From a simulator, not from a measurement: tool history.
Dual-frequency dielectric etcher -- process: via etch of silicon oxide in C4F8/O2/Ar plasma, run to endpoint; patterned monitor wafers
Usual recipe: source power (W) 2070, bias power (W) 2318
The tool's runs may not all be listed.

run	hour	source power (W)	bias power (W)	wafers since the last listed run	hours since the last wet clean	hours since the last source power generator calibration	hours since the last bias power generator calibration	hours since the last upper electrode change	incoming incoming film thickness, nm	endpoint time (s)
1	0	2070	2318	0	83.7	5037.4	3238.7	4041.3	1355.4	241.8
2	15.1	2070	2318	56	98.8	5052.5	3253.8	4056.4	1356.9	240.3
3	46.8	2070	2318	119	130.5	5084.2	3285.5	4088.1	1344.1	239.6
4	71.4	2460	2318	92	155.1	5108.8	3310.1	4112.7	1355.5	218.6
5	103.7	2460	2318	121	187.4	5141.1	3342.4	4145	1347	216.5
6	135.9	2460	2318	121	219.6	5173.3	3374.6	4177.2	1352.1	215.4
7	160.8	2070	2318	93	244.5	5198.2	3399.5	4202.1	1343.2	234.9
8	189.9	2070	2318	109	273.6	5227.3	3428.6	4231.2	1339.8	233.9
9	202.7	2070	2318	48	286.4	5240.1	3441.4	4244	1329.3	229.5
10	237.6	2070	2318	131	321.3	5275	3476.3	4278.9	1351.2	235
11	284.9	2070	2318	177	368.6	5322.3	3523.6	4326.2	1345.4	230.6
# hour 333.2: wet clean of the chamber
12	351.1	1570	2582	158	17.9	5388.5	3589.8	4392.4	1335.1	268.9
# hour 368.6: bias power generator calibrated
13	372.6	2070	2656	65	39.4	5410	4	4413.9	1350.2	226.1
14	391.1	1890	2485	69	57.9	5428.5	22.5	4432.4	1334.2	242.6
15	403.9	2250	2318	48	70.7	5441.3	35.3	4445.2	1353.6	233.6
# hour 421.2: source power generator calibrated
16	439.3	2300	2124	118	106.1	18.1	70.7	4480.6	1338.9	231.1
# hour 476.9: upper electrode replaced, of another model than before
17	477.4	2460	2318	53	144.2	56.2	108.8	0.5	1358.9	212.5
18	497.7	2460	1936	76	164.5	76.5	129.1	20.8	1343.4	234.7
19	515.4	2460	1936	66	182.2	94.2	146.8	38.5	1348.8	240.2
20	540	2070	2318	92	206.8	118.8	171.4	63.1	1344	235.9
21	553.9	1570	2891	52	220.7	132.7	185.3	77	1352.8	263.9
22	637.6	2070	2318	314	304.4	216.4	269	160.7	1335.7	231.5
23	729.8	1900	1942	346	396.6	308.6	361.2	252.9	1330.9	275.6

Consider 3 possible next runs. They are alternatives, not a sequence: every one starts from the tool as it was left by run 23. What does each give?
A	730.3	1710	2318	1	397.1	309.1	361.7	253.4	1353	?
B	730.3	1820	2662	1	397.1	309.1	361.7	253.4	1353	?
C	730.3	2070	2727	1	397.1	309.1	361.7	253.4	1353	?

run	endpoint time (s)
A	275
B	238.8
C	212.5
What these runs would have given with no unlogged condition in the tool:
run	endpoint time (s)
A	287.2
B	249.4
C	222
